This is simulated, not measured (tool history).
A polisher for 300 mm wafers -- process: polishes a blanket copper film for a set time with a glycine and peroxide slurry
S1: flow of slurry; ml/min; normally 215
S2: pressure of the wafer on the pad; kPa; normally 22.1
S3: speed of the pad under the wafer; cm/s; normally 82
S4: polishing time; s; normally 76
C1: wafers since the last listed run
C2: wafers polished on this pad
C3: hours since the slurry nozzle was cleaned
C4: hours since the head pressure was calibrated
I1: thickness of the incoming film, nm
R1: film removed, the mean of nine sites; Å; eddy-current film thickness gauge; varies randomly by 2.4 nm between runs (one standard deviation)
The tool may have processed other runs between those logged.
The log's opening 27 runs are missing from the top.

run,hour,S1,S2,S3,S4,C1,C2,C3,C4,I1,R1
28,1416.6,215,22.1,82,76,235,1248,191.1,212.2,1816.9,3573
29,1443.7,250,26.2,72,76,161,1409,218.2,239.3,1833.3,3763
30,1583.0,215,22.1,90,96,829,2239,357.5,378.6,1851.2,4877
31,1625.6,215,18.6,64,76,253,2493,400.1,421.2,1791.5,2624
32,1670.4,215,22.1,82,69,266,2760,444.9,466.0,1857.0,3258
# hour 1678.8: head pressure recalibrated
# hour 1682.3: worn pad replaced by a new one
33,1735.4,215,22.1,82,76,354,316,509.9,56.6,1850.8,3607
# hour 1745.8: slurry nozzle cleaned
34,1776.8,215,22.1,56,76,240,557,31.0,98.0,1821.5,2713
35,1844.3,180,22.1,70,98,402,959,98.5,165.5,1849.3,4046
36,1904.8,215,22.1,82,76,360,1319,159.0,226.0,1847.3,3560

Branching from run 36: 5 alternative next runs. What would each branch give?
A,1905.3,215,22.1,82,76,2,1322,159.5,226.5,1828.1,?
B,1905.3,215,22.1,64,86,2,1322,159.5,226.5,1828.1,?
C,1905.3,185,18.6,108,95,2,1322,159.5,226.5,1828.1,?
D,1905.3,165,22.1,106,76,2,1322,159.5,226.5,1828.1,?
E,1905.3,215,22.1,106,76,2,1322,159.5,226.5,1828.1,?

run,R1
A,3569
B,3361
C,4738
D,4241
E,4367
Without the tool's unlogged condition, the same runs would have read:
run,R1
A,3731
B,3520
C,4951
D,4427
E,4558
